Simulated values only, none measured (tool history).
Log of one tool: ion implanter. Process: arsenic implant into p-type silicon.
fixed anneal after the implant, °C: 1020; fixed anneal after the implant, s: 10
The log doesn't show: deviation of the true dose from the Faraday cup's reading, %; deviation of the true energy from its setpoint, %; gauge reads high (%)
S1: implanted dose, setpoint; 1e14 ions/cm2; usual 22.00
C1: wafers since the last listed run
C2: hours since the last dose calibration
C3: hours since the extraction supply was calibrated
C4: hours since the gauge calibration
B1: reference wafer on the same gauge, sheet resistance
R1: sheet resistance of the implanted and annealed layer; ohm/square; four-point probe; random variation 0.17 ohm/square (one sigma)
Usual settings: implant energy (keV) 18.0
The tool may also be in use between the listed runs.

run 1 hour=0.0 | S1=22.00 implant_energy_(keV)=18.0 | C1=0 C2=1060.8 C3=2338.1 C4=343.4 | B1=91.25 | R1=109.11
run 2 hour=9.9 | S1=24.30 implant_energy_(keV)=18.0 | C1=248 C2=1070.7 C3=2348.0 C4=353.3 | B1=91.22 | R1=107.54
run 3 hour=26.8 | S1=24.30 implant_energy_(keV)=18.0 | C1=424 C2=1087.6 C3=2364.9 C4=370.2 | B1=91.22 | R1=107.74
run 4 hour=43.1 | S1=22.00 implant_energy_(keV)=18.0 | C1=409 C2=1103.9 C3=2381.2 C4=386.5 | B1=91.22 | R1=108.91
run 5 hour=59.0 | S1=22.00 implant_energy_(keV)=18.0 | C1=399 C2=1119.8 C3=2397.1 C4=402.4 | B1=91.22 | R1=109.06
run 6 hour=66.0 | S1=22.00 implant_energy_(keV)=18.0 | C1=175 C2=1126.8 C3=2404.1 C4=409.4 | B1=91.19 | R1=109.02
run 7 hour=75.5 | S1=22.00 implant_energy_(keV)=18.0 | C1=238 C2=1136.3 C3=2413.6 C4=418.9 | B1=91.18 | R1=108.85
run 8 hour=89.8 | S1=22.00 implant_energy_(keV)=18.0 | C1=358 C2=1150.6 C3=2427.9 C4=433.2 | B1=91.19 | R1=109.13
run 9 hour=103.1 | S1=22.00 implant_energy_(keV)=18.0 | C1=333 C2=1163.9 C3=2441.2 C4=446.5 | B1=91.15 | R1=108.84
run 10 hour=119.3 | S1=22.00 implant_energy_(keV)=18.0 | C1=406 C2=1180.1 C3=2457.4 C4=462.7 | B1=91.16 | R1=109.15
run 11 hour=134.3 | S1=22.00 implant_energy_(keV)=18.0 | C1=376 C2=1195.1 C3=2472.4 C4=477.7 | B1=91.19 | R1=108.83
-- hour=144.8 gauge calibrated
run 12 hour=150.8 | S1=26.41 implant_energy_(keV)=18.0 | C1=414 C2=1211.6 C3=2488.9 C4=6.0 | B1=92.92 | R1=108.68
run 13 hour=158.7 | S1=22.00 implant_energy_(keV)=20.5 | C1=198 C2=1219.5 C3=2496.8 C4=13.9 | B1=92.90 | R1=105.92
run 14 hour=176.7 | S1=22.00 implant_energy_(keV)=18.0 | C1=451 C2=1237.5 C3=2514.8 C4=31.9 | B1=92.69 | R1=110.51
run 15 hour=185.9 | S1=22.00 implant_energy_(keV)=18.0 | C1=230 C2=1246.7 C3=2524.0 C4=41.1 | B1=92.60 | R1=110.51
run 16 hour=196.6 | S1=22.00 implant_energy_(keV)=13.5 | C1=268 C2=1257.4 C3=2534.7 C4=51.8 | B1=92.48 | R1=120.60
-- hour=211.3 Faraday cup replaced and dose calibrated
run 17 hour=211.8 | S1=22.00 implant_energy_(keV)=18.0 | C1=180 C2=0.5 C3=2549.9 C4=67.0 | B1=92.36 | R1=110.34
run 18 hour=220.6 | S1=22.00 implant_energy_(keV)=18.0 | C1=220 C2=9.3 C3=2558.7 C4=75.8 | B1=92.32 | R1=110.12
run 19 hour=232.9 | S1=17.62 implant_energy_(keV)=13.0 | C1=308 C2=21.6 C3=2571.0 C4=88.1 | B1=92.28 | R1=125.82
run 20 hour=240.2 | S1=22.00 implant_energy_(keV)=18.0 | C1=183 C2=28.9 C3=2578.3 C4=95.4 | B1=92.18 | R1=110.12
run 21 hour=250.0 | S1=22.00 implant_energy_(keV)=12.0 | C1=245 C2=38.7 C3=2588.1 C4=105.2 | B1=92.17 | R1=123.74
run 22 hour=263.9 | S1=27.55 implant_energy_(keV)=12.0 | C1=348 C2=52.6 C3=2602.0 C4=119.1 | B1=92.11 | R1=119.90
-- hour=274.5 extraction supply calibrated
run 23 hour=275.0 | S1=22.00 implant_energy_(keV)=18.0 | C1=77 C2=63.7 C3=0.5 C4=130.2 | B1=92.03 | R1=109.90
run 24 hour=277.8 | S1=15.61 implant_energy_(keV)=15.0 | C1=70 C2=66.5 C3=3.3 C4=133.0 | B1=92.00 | R1=123.65
run 25 hour=286.3 | S1=16.48 implant_energy_(keV)=15.0 | C1=213 C2=75.0 C3=11.8 C4=141.5 | B1=92.01 | R1=122.35
run 26 hour=303.8 | S1=19.78 implant_energy_(keV)=15.0 | C1=439 C2=92.5 C3=29.3 C4=159.0 | B1=91.90 | R1=118.16
run 27 hour=315.1 | S1=17.83 implant_energy_(keV)=18.0 | C1=283 C2=103.8 C3=40.6 C4=170.3 | B1=91.84 | R1=114.01
run 28 hour=328.9 | S1=22.00 implant_energy_(keV)=18.0 | C1=346 C2=117.6 C3=54.4 C4=184.1 | B1=91.83 | R1=109.74
run 29 hour=338.4 | S1=22.00 implant_energy_(keV)=23.5 | C1=238 C2=127.1 C3=63.9 C4=193.6 | B1=91.82 | R1=99.01
run 30 hour=350.1 | S1=22.00 implant_energy_(keV)=18.0 | C1=293 C2=138.8 C3=75.6 C4=205.3 | B1=91.75 | R1=109.96
run 31 hour=362.5 | S1=16.28 implant_energy_(keV)=20.0 | C1=311 C2=151.2 C3=88.0 C4=217.7 | B1=91.70 | R1=111.68
run 32 hour=373.2 | S1=22.00 implant_energy_(keV)=18.0 | C1=268 C2=161.9 C3=98.7 C4=228.4 | B1=91.66 | R1=109.66
run 33 hour=406.9 | S1=24.89 implant_energy_(keV)=18.0 | C1=845 C2=195.6 C3=132.4 C4=262.1 | B1=91.62 | R1=107.48
run 34 hour=424.2 | S1=28.10 implant_energy_(keV)=20.0 | C1=434 C2=212.9 C3=149.7 C4=279.4 | B1=91.59 | R1=101.98
run 35 hour=434.8 | S1=22.00 implant_energy_(keV)=21.0 | C1=266 C2=223.5 C3=160.3 C4=290.0 | B1=91.55 | R1=103.27
run 36 hour=441.2 | S1=19.78 implant_energy_(keV)=16.0 | C1=160 C2=229.9 C3=166.7 C4=296.4 | B1=91.52 | R1=115.16
run 37 hour=447.2 | S1=20.18 implant_energy_(keV)=20.0 | C1=150 C2=235.9 C3=172.7 C4=302.4 | B1=91.53 | R1=106.65
run 38 hour=462.0 | S1=28.39 implant_energy_(keV)=18.0 | C1=371 C2=250.7 C3=187.5 C4=317.2 | B1=91.54 | R1=105.87

The same runs without the tool's hidden state, with the same run-to-run variation:
run=1 R1=111.18
run=2 R1=109.60
run=3 R1=109.82
run=4 R1=111.04
run=5 R1=111.20
run=6 R1=111.17
run=7 R1=111.00
run=8 R1=111.30
run=9 R1=111.01
run=10 R1=111.34
run=11 R1=111.03
run=12 R1=108.71
run=13 R1=106.05
run=14 R1=110.85
run=15 R1=110.96
run=16 R1=121.21
run=17 R1=111.03
run=18 R1=110.89
run=19 R1=126.82
run=20 R1=111.04
run=21 R1=124.86
run=22 R1=121.09
run=23 R1=111.05
run=24 R1=124.97
run=25 R1=123.70
run=26 R1=119.57
run=27 R1=115.43
run=28 R1=111.15
run=29 R1=100.33
run=30 R1=111.46
run=31 R1=113.25
run=32 R1=111.23
run=33 R1=109.11
run=34 R1=103.57
run=35 R1=104.90
run=36 R1=117.00
run=37 R1=108.36
run=38 R1=107.59

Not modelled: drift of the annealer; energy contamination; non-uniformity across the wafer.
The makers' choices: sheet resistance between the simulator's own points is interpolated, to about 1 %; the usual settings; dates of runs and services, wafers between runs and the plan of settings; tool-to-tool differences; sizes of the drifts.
